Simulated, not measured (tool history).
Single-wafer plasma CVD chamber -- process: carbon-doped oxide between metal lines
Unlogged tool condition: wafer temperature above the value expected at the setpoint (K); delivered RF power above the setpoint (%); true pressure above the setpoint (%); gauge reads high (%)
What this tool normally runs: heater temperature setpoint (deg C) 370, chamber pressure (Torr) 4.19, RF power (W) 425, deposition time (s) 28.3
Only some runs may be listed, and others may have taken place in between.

| run | day | heater temperature setpoint (deg C) | chamber pressure (Torr) | RF power (W) | deposition time (s) | wafers since the last listed run | hours since the last thermocouple change | hours since the last RF generator calibration | hours since the last manometer calibration | hours since the showerhead was replaced | hours since the gauge calibration | read-back reference wafer on the same gauge, thickness_nm | mean film thickness on the monitor wafer (nm) |
|---|---|---|---|---|---|---|---|---|---|---|---|---|---|
| 1 | 0 | 370 | 4.19 | 425 | 28.3 | 0 | 1374 | 1410.2 | 1258.5 | 6414.5 | 145 | 130.989 | 112.521 |
| 2 | 0.692 | 370 | 4.19 | 425 | 28.3 | 437 | 1390.6 | 1426.8 | 1275.1 | 6431.1 | 161.6 | 131.001 | 112.477 |
| 3 | 1.325 | 370 | 4.19 | 425 | 28.3 | 400 | 1405.8 | 1442 | 1290.3 | 6446.3 | 176.8 | 130.95 | 112.76 |
| 4 | 1.746 | 370 | 4.19 | 425 | 28.3 | 266 | 1415.9 | 1452.1 | 1300.4 | 6456.4 | 186.9 | 130.901 | 112.784 |
| 5 | 2.117 | 370 | 4.19 | 425 | 28.3 | 234 | 1424.8 | 1461 | 1309.3 | 6465.3 | 195.8 | 131.022 | 112.163 |
|  | 2.708 | capacitance manometer re-zeroed and calibrated |
| 6 | 2.729 | 370 | 4.19 | 490 | 28.3 | 176 | 1439.5 | 1475.7 | 0.5 | 6480 | 210.5 | 130.947 | 128.928 |
| 7 | 2.808 | 370 | 4.19 | 490 | 28.3 | 50 | 1441.4 | 1477.6 | 2.4 | 6481.9 | 212.4 | 130.938 | 129.926 |
| 8 | 3.2 | 370 | 4.19 | 490 | 28.3 | 247 | 1450.8 | 1487 | 11.8 | 6491.3 | 221.8 | 130.974 | 128.338 |
| 9 | 3.462 | 370 | 4.19 | 425 | 28.3 | 166 | 1457.1 | 1493.3 | 18.1 | 6497.6 | 228.1 | 131.183 | 113.42 |
| 10 | 3.788 | 370 | 4.19 | 425 | 28.3 | 205 | 1464.9 | 1501.1 | 25.9 | 6505.4 | 235.9 | 131.021 | 113.184 |
| 11 | 4.325 | 375 | 3.55 | 425 | 28.3 | 339 | 1477.8 | 1514 | 38.8 | 6518.3 | 248.8 | 131.026 | 109.676 |
| 12 | 4.771 | 370 | 4.19 | 425 | 28.3 | 281 | 1488.5 | 1524.7 | 49.5 | 6529 | 259.5 | 131.089 | 112.106 |
| 13 | 5.325 | 370 | 4.7 | 425 | 31.8 | 350 | 1501.8 | 1538 | 62.8 | 6542.3 | 272.8 | 131.022 | 126.98 |
| 14 | 5.604 | 370 | 4.19 | 425 | 28.3 | 176 | 1508.5 | 1544.7 | 69.5 | 6549 | 279.5 | 130.859 | 112.168 |
|  | 6.229 | showerhead replaced |
|  | 6.442 | thermocouple changed; heater temperature recalibrated |
| 15 | 6.462 | 370 | 3.38 | 425 | 32.8 | 196 | 0.5 | 1565.3 | 90.1 | 5.6 | 300.1 | 131.069 | 127.773 |
| 16 | 6.971 | 370 | 5.22 | 375 | 26.1 | 321 | 12.7 | 1577.5 | 102.3 | 17.8 | 312.3 | 131.073 | 93.106 |
| 17 | 7.317 | 370 | 4.19 | 425 | 32.5 | 218 | 21 | 1585.8 | 110.6 | 26.1 | 320.6 | 130.873 | 128.198 |
| 18 | 7.629 | 383 | 4.89 | 455 | 28.3 | 197 | 28.5 | 1593.3 | 118.1 | 33.6 | 328.1 | 131.044 | 118.44 |
| 19 | 8.042 | 374 | 4.19 | 395 | 28.3 | 260 | 38.4 | 1603.2 | 128 | 43.5 | 338 | 130.978 | 102.825 |
| 20 | 8.575 | 370 | 3.82 | 450 | 28.3 | 337 | 51.2 | 1616 | 140.8 | 56.3 | 350.8 | 130.824 | 117.674 |
|  | 9.192 | RF generator calibrated |
| 21 | 9.212 | 370 | 4.19 | 425 | 28.3 | 192 | 66.5 | 0.5 | 156.1 | 71.6 | 366.1 | 131.007 | 122.11 |
| 22 | 9.317 | 382 | 4.19 | 470 | 29.8 | 65 | 69 | 3 | 158.6 | 74.1 | 368.6 | 130.965 | 135.92 |
|  | 9.404 | gauge calibrated |
| 23 | 9.625 | 356 | 4.6 | 390 | 23 | 195 | 76.4 | 10.4 | 166 | 81.5 | 5.3 | 130.921 | 95.832 |
| 24 | 10.1 | 366 | 4.62 | 365 | 28.3 | 300 | 87.8 | 21.8 | 177.4 | 92.9 | 16.7 | 131.154 | 106.824 |
| 25 | 10.708 | 380 | 4.95 | 495 | 23 | 384 | 102.4 | 36.4 | 192 | 107.5 | 31.3 | 130.998 | 113.013 |
| 26 | 11.254 | 378 | 4.93 | 425 | 28.3 | 345 | 115.5 | 49.5 | 205.1 | 120.6 | 44.4 | 131.013 | 120.768 |
| 27 | 11.821 | 370 | 4.19 | 425 | 28.3 | 358 | 129.1 | 63.1 | 218.7 | 134.2 | 58 | 130.936 | 122.084 |
| 28 | 12.138 | 370 | 3.7 | 375 | 30.5 | 200 | 136.7 | 70.7 | 226.3 | 141.8 | 65.6 | 130.868 | 113.868 |
| 29 | 12.842 | 370 | 4.19 | 425 | 30 | 445 | 153.6 | 87.6 | 243.2 | 158.7 | 82.5 | 131.098 | 128.396 |

Predict each of these 3 candidate next runs independently; none follows another, all start after run 29:
| A | 12.858 | 370 | 4.19 | 425 | 28.3 | 10 | 154 | 88 | 243.6 | 159.1 | 82.9 | ? | ? |
| B | 12.858 | 370 | 4.19 | 425 | 25.6 | 10 | 154 | 88 | 243.6 | 159.1 | 82.9 | ? | ? |
| C | 12.858 | 370 | 4.19 | 500 | 23.3 | 10 | 154 | 88 | 243.6 | 159.1 | 82.9 | ? | ? |

| run | read-back reference wafer on the same gauge, thickness_nm | mean film thickness on the monitor wafer (nm) |
|---|---|---|
| A | 131.021 | 121.013 |
| B | 131.021 | 109.638 |
| C | 131.021 | 115.175 |
The same runs, with their run-to-run variation unchanged, on a tool lacking any hidden condition would have given:
| run | mean film thickness on the monitor wafer (nm) |
|---|---|
| A | 123.049 |
| B | 111.483 |
| C | 116.817 |

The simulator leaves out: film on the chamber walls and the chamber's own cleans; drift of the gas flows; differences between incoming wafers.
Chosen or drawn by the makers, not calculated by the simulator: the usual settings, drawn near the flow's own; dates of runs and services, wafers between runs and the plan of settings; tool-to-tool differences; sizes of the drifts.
